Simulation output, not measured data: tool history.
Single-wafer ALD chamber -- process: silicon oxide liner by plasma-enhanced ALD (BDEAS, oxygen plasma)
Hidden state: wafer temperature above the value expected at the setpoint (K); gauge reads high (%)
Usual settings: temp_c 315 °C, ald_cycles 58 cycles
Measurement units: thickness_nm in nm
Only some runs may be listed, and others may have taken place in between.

run,hour,temp_c,ald_cycles,wafers since the last listed run,hours since the last thermocouple change,hours since the gauge calibration,"read-back reference wafer on the same gauge, thickness_nm",thickness_nm
1,0.0,315,58,0,801.7,568.5,4.891,5.076
2,27.3,315,58,105,829.0,595.8,4.892,5.089
3,64.0,315,58,142,865.7,632.5,4.890,5.087
4,100.3,315,61,140,902.0,668.8,4.892,5.317
5,126.2,315,61,100,927.9,694.7,4.893,5.354
6,171.4,315,61,175,973.1,739.9,4.889,5.299
7,226.8,315,58,214,1028.5,795.3,4.888,5.045
8,291.1,315,58,249,1092.8,859.6,4.889,5.073
9,342.6,315,52,199,1144.3,911.1,4.891,4.521
10,373.0,315,58,117,1174.7,941.5,4.889,5.073
# hour 392.0: gauge calibrated
11,432.7,315,58,231,1234.4,40.7,4.892,5.074
12,469.4,315,58,142,1271.1,77.4,4.888,5.070
13,625.4,315,58,604,1427.1,233.4,4.889,5.068
# hour 639.1: thermocouple changed; heater temperature recalibrated
14,694.0,315,61,234,54.9,302.0,4.889,5.396
15,765.3,310,58,276,126.2,373.3,4.889,5.148
16,789.7,307,58,94,150.6,397.7,4.893,5.187
17,840.8,315,58,198,201.7,448.8,4.891,5.128
18,907.3,315,61,257,268.2,515.3,4.890,5.383
19,942.3,309,67,135,303.2,550.3,4.888,5.940
20,967.2,329,51,96,328.1,575.2,4.891,4.376

What will run 21 give?
21,1016.1,322,58,189,377.0,624.1,?,?

read-back reference wafer on the same gauge, thickness_nm: 4.889
thickness_nm: 5.029 nm
Minus the tool's unlogged condition, the same run would have read thickness_nm 5.057 nm.
